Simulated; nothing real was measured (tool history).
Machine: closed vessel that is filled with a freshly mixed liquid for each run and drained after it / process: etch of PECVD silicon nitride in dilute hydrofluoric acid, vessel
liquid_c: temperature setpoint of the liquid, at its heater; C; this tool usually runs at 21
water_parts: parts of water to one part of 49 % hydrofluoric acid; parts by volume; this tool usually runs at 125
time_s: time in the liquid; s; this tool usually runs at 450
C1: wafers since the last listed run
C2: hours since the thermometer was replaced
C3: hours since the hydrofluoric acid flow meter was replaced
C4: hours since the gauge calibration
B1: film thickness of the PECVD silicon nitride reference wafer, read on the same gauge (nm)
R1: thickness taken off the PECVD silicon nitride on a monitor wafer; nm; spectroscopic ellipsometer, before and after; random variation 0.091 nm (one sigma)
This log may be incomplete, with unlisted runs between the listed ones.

Run 1, hour 0: usual settings; C1 0; C2 2175; C3 1112; C4 11; B1 149.95. Result: R1 12.48 nm.
Run 2, hour 51.5: usual settings; C1 2988; C2 2226.5; C3 1163.5; C4 62.5; B1 149.98. Result: R1 12.4 nm.
Run 3, hour 59.9: usual settings; C1 487; C2 2234.9; C3 1171.9; C4 70.9; B1 149.99. Result: R1 12.33 nm.
Run 4, hour 76.2: usual settings; C1 945; C2 2251.2; C3 1188.2; C4 87.2; B1 149.94. Result: R1 12.19 nm.
Run 5, hour 83.7: usual settings; C1 435; C2 2258.7; C3 1195.7; C4 94.7; B1 150.06. Result: R1 12.44 nm.
Run 6, hour 93.8: usual settings; C1 586; C2 2268.8; C3 1205.8; C4 104.8; B1 150.01. Result: R1 12.41 nm.
At hour 107.5: thermometer replaced.
Run 7, hour 110.3: usual settings; C1 899; C2 2.8; C3 1222.3; C4 121.3; B1 149.98. Result: R1 12.35 nm.
Run 8, hour 131.1: usual settings; C1 1206; C2 23.6; C3 1243.1; C4 142.1; B1 149.98. Result: R1 12.36 nm.
At hour 138.9: hydrofluoric acid flow meter replaced.
Run 9, hour 148.4: usual settings; C1 945; C2 40.9; C3 9.5; C4 159.4; B1 149.99. Result: R1 12.54 nm.
Run 10, hour 154.5: usual settings; C1 353; C2 47; C3 15.6; C4 165.5; B1 150.02. Result: R1 12.41 nm.
Run 11, hour 171.2: usual settings but water_parts 155 parts by volume; C1 968; C2 63.7; C3 32.3; C4 182.2; B1 149.96. Result: R1 10.04 nm.
Run 12, hour 186.8: usual settings but water_parts 155 parts by volume; C1 905; C2 79.3; C3 47.9; C4 197.8; B1 149.98. Result: R1 9.93 nm.
Run 13, hour 196.4: usual settings but liquid_c 19.5 C, water_parts 165 parts by volume; C1 557; C2 88.9; C3 57.5; C4 207.4; B1 150.01. Result: R1 8.5 nm.
At hour 197.6: gauge calibrated.
Run 14, hour 212.9: usual settings; C1 957; C2 105.4; C3 74; C4 15.3; B1 149.99. Result: R1 12.37 nm.
Run 15, hour 222.9: usual settings but liquid_c 26 C, time_s 255 s; C1 580; C2 115.4; C3 84; C4 25.3; B1 150.03. Result: R1 9.88 nm.
Run 16, hour 239.5: usual settings but liquid_c 24 C, water_parts 160 parts by volume, time_s 660 s; C1 963; C2 132; C3 100.6; C4 41.9; B1 150.04. Result: R1 17.35 nm.
Run 17, hour 254.9: usual settings but water_parts 145 parts by volume, time_s 600 s; C1 893; C2 147.4; C3 116; C4 57.3; B1 150. Result: R1 14.25 nm.
Run 18, hour 261.6: usual settings but time_s 245 s; C1 388; C2 154.1; C3 122.7; C4 64; B1 149.99. Result: R1 6.65 nm.
Run 19, hour 276.3: usual settings but time_s 670 s; C1 852; C2 168.8; C3 137.4; C4 78.7; B1 149.96. Result: R1 18.65 nm.
Run 20, hour 284.1: usual settings but liquid_c 22.5 C, time_s 695 s; C1 452; C2 176.6; C3 145.2; C4 86.5; B1 150. Result: R1 21.26 nm.
Run 21, hour 291.3: usual settings; C1 417; C2 183.8; C3 152.4; C4 93.7; B1 149.96. Result: R1 12.37 nm.
Run 22, hour 307.6: usual settings but liquid_c 17.5 C; C1 945; C2 200.1; C3 168.7; C4 110; B1 150.03. Result: R1 9.73 nm.
Run 23, hour 316.9: usual settings but liquid_c 25.5 C, water_parts 180 parts by volume, time_s 650 s; C1 539; C2 209.4; C3 178; C4 119.3; B1 150. Result: R1 16.7 nm.
Run 24, hour 323.2: usual settings; C1 365; C2 215.7; C3 184.3; C4 125.6; B1 150. Result: R1 12.37 nm.

For each run, what was the tool's unlogged condition?
liquid hotter than its thermometer reads (K): 0 at every run
hydrofluoric acid flow above the setpoint (%): 0 at every run
gauge reads high (%): 0 at every run

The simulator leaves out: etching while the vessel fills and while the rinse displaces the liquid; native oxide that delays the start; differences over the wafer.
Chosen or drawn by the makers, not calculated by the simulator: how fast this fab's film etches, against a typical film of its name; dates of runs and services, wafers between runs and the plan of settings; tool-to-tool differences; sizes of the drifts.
